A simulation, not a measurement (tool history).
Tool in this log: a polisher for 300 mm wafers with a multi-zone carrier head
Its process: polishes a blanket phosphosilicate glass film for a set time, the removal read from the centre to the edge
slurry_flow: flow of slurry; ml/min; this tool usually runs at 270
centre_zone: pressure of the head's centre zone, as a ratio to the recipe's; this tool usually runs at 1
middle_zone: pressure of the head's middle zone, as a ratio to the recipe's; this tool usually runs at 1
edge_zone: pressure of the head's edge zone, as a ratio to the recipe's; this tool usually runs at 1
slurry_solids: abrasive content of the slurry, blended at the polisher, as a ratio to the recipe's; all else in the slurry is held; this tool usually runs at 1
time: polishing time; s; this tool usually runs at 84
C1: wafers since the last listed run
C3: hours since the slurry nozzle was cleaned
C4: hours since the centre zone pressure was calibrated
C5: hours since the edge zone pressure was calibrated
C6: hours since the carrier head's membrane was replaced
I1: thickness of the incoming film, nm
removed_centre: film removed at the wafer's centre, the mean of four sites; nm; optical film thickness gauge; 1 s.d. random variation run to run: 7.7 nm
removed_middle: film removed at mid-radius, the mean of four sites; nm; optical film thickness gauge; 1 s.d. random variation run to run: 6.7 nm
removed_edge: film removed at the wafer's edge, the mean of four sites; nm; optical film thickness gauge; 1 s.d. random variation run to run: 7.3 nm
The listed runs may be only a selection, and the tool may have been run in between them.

Run 1, hour 0: usual settings but centre_zone 0.92; C1 0; wafers polished on this pad 1088; C3 200.2; C4 124.4; C5 460; C6 353.7; I1 4432.9. Result: removed_centre 482 nm, removed_middle 610.7 nm, removed_edge 620 nm.
Run 2, hour 74.5: usual settings but centre_zone 0.96; C1 518; wafers polished on this pad 1607; C3 274.7; C4 198.9; C5 534.5; C6 428.2; I1 4356.9. Result: removed_centre 494.8 nm, removed_middle 609 nm, removed_edge 620.7 nm.
Run 3, hour 137.5: usual settings; C1 438; wafers polished on this pad 2045; C3 337.7; C4 261.9; C5 597.5; C6 491.2; I1 4375.2. Result: removed_centre 534.7 nm, removed_middle 603.8 nm, removed_edge 633.5 nm.
Run 4, hour 210.9: usual settings but middle_zone 1.1, edge_zone 0.88; C1 510; wafers polished on this pad 2556; C3 411.1; C4 335.3; C5 670.9; C6 564.6; I1 4387.1. Result: removed_centre 514.3 nm, removed_middle 675.5 nm, removed_edge 580.8 nm.
Run 5, hour 300.7: usual settings; C1 625; wafers polished on this pad 3181; C3 500.9; C4 425.1; C5 760.7; C6 654.4; I1 4360.2. Result: removed_centre 507.5 nm, removed_middle 611.1 nm, removed_edge 609.5 nm.
Run 6, hour 368.3: usual settings but middle_zone 0.94; C1 470; wafers polished on this pad 3652; C3 568.5; C4 492.7; C5 828.3; C6 722; I1 4420.5. Result: removed_centre 483.9 nm, removed_middle 566.1 nm, removed_edge 624.1 nm.
Run 7, hour 448.9: usual settings but middle_zone 0.89, time 61 s; C1 561; wafers polished on this pad 4213; C3 649.1; C4 573.3; C5 908.9; C6 802.6; I1 4400.1. Result: removed_centre 349.2 nm, removed_middle 382.3 nm, removed_edge 450.1 nm.
At hour 463.3: carrier head's membrane replaced by a new one.
At hour 517.6: worn pad replaced by a new one.
Run 8, hour 548.6: usual settings but slurry_flow 310 ml/min, middle_zone 0.92; C1 631; wafers polished on this pad 215; C3 748.8; C4 673; C5 1008.6; C6 85.3; I1 4313.8. Result: removed_centre 485.7 nm, removed_middle 553.3 nm, removed_edge 636.4 nm.
At hour 583.1: slurry nozzle cleaned.
Run 9, hour 610.5: usual settings but time 95 s; C1 423; wafers polished on this pad 639; C3 27.4; C4 734.9; C5 1070.5; C6 147.2; I1 4391.6. Result: removed_centre 522.2 nm, removed_middle 702.7 nm, removed_edge 694.9 nm.
At hour 675.9: centre zone pressure recalibrated.
Run 10, hour 925.6: usual settings but slurry_flow 240 ml/min, middle_zone 1.06, edge_zone 0.96, time 94 s; C1 2179; wafers polished on this pad 2818; C3 342.5; C4 249.7; C5 1385.6; C6 462.3; I1 4426.2. Result: removed_centre 563 nm, removed_middle 742.3 nm, removed_edge 667.8 nm.
Run 11, hour 1021.9: usual settings but slurry_flow 230 ml/min, middle_zone 1.08, slurry_solids 0.8; C1 670; wafers polished on this pad 3489; C3 438.8; C4 346; C5 1481.9; C6 558.6; I1 4386.2. Result: removed_centre 419.2 nm, removed_middle 564.5 nm, removed_edge 525.3 nm.
Run 12, hour 1079: usual settings; C1 397; wafers polished on this pad 3886; C3 495.9; C4 403.1; C5 1539; C6 615.7; I1 4364.9. Result: removed_centre 498.6 nm, removed_middle 605.3 nm, removed_edge 625.8 nm.
Run 13, hour 1143.5: usual settings but slurry_flow 210 ml/min, middle_zone 1.07; C1 448; wafers polished on this pad 4335; C3 560.4; C4 467.6; C5 1603.5; C6 680.2; I1 4319.1. Result: removed_centre 467.3 nm, removed_middle 651 nm, removed_edge 617.2 nm.
At hour 1161.7: carrier head's membrane replaced by a new one.
At hour 1185.2: edge zone pressure recalibrated.
At hour 1193.7: worn pad replaced by a new one.
At hour 1217.4: slurry nozzle cleaned.
Run 14, hour 1343.3: usual settings; C1 1307; wafers polished on this pad 1034; C3 125.9; C4 667.4; C5 158.1; C6 181.6; I1 4303.3. Result: removed_centre 469.6 nm, removed_middle 610.6 nm, removed_edge 613.9 nm.
Run 15, hour 1411.5: usual settings but slurry_flow 310 ml/min, edge_zone 0.95; C1 474; wafers polished on this pad 1509; C3 194.1; C4 735.6; C5 226.3; C6 249.8; I1 4392.2. Result: removed_centre 479.3 nm, removed_middle 605.2 nm, removed_edge 601 nm.
Run 16, hour 1486.3: usual settings but slurry_flow 295 ml/min, edge_zone 1.03; C1 520; wafers polished on this pad 2029; C3 268.9; C4 810.4; C5 301.1; C6 324.6; I1 4420.4. Result: removed_centre 472.3 nm, removed_middle 615.2 nm, removed_edge 628.1 nm.
At hour 1506.2: centre zone pressure recalibrated.
Run 17, hour 1590.7: usual settings but middle_zone 1.05, edge_zone 1.05, time 101 s; C1 712; wafers polished on this pad 2742; C3 373.3; C4 84.5; C5 405.5; C6 429; I1 4340.6. Result: removed_centre 708.5 nm, removed_middle 770.3 nm, removed_edge 764.4 nm.
Run 18, hour 1635.3: usual settings but centre_zone 0.92, time 65 s; C1 310; wafers polished on this pad 3052; C3 417.9; C4 129.1; C5 450.1; C6 473.6; I1 4367.5. Result: removed_centre 382.9 nm, removed_middle 471.1 nm, removed_edge 476.8 nm.
Run 19, hour 1741.9: usual settings but slurry_flow 235 ml/min; C1 742; wafers polished on this pad 3794; C3 524.5; C4 235.7; C5 556.7; C6 580.2; I1 4416.9. Result: removed_centre 539.8 nm, removed_middle 611.6 nm, removed_edge 611.6 nm.
At hour 1852.4: carrier head's membrane replaced by a new one.
Run 20, hour 1893.4: usual settings but edge_zone 1.07; C1 1019; wafers polished on this pad 4814; C3 676; C4 387.2; C5 708.2; C6 41; I1 4384.1. Result: removed_centre 531.7 nm, removed_middle 614.7 nm, removed_edge 653.3 nm.
At hour 1932.8: worn pad replaced by a new one.
At hour 1946.7: slurry nozzle cleaned.
Run 21, hour 2001: usual settings but centre_zone 0.89, middle_zone 1.04, slurry_solids 0.75; C1 714; wafers polished on this pad 468; C3 54.3; C4 494.8; C5 815.8; C6 148.6; I1 4378.5. Result: removed_centre 323.8 nm, removed_middle 510.4 nm, removed_edge 492.2 nm.
Run 22, hour 2082.6: usual settings but edge_zone 1.08; C1 567; wafers polished on this pad 1036; C3 135.9; C4 576.4; C5 897.4; C6 230.2; I1 4399. Result: removed_centre 501 nm, removed_middle 616.3 nm, removed_edge 652.7 nm.

Branching from run 22: 3 alternative next runs. What would each branch give?
Run A, hour 2083.1: usual settings but edge_zone 0.94; C1 3; wafers polished on this pad 1039; C3 136.4; C4 576.9; C5 897.9; C6 230.7; I1 4446.1. Result: removed_centre ?, removed_middle ?, removed_edge ?.
Run B, hour 2083.1: usual settings but middle_zone 0.92, slurry_solids 1.2; C1 3; wafers polished on this pad 1039; C3 136.4; C4 576.9; C5 897.9; C6 230.7; I1 4446.1. Result: removed_centre ?, removed_middle ?, removed_edge ?.
Run C, hour 2083.1: usual settings but centre_zone 1.09, middle_zone 0.97, edge_zone 1.07; C1 3; wafers polished on this pad 1039; C3 136.4; C4 576.9; C5 897.9; C6 230.7; I1 4446.1. Result: removed_centre ?, removed_middle ?, removed_edge ?.

run  removed_centre  removed_middle  removed_edge
  A           510.8           610.4         601.6
  B           567.4           615.4         690.5
  C           593.3           588.6         642.3
Take away the tool's hidden state, keep each run's random variation, and the runs would have read:
run  removed_centre  removed_middle  removed_edge
  A           621.8           609.8         601.6
  B           690.8           614.8         690.5
  C           720.4           587.9         642.3

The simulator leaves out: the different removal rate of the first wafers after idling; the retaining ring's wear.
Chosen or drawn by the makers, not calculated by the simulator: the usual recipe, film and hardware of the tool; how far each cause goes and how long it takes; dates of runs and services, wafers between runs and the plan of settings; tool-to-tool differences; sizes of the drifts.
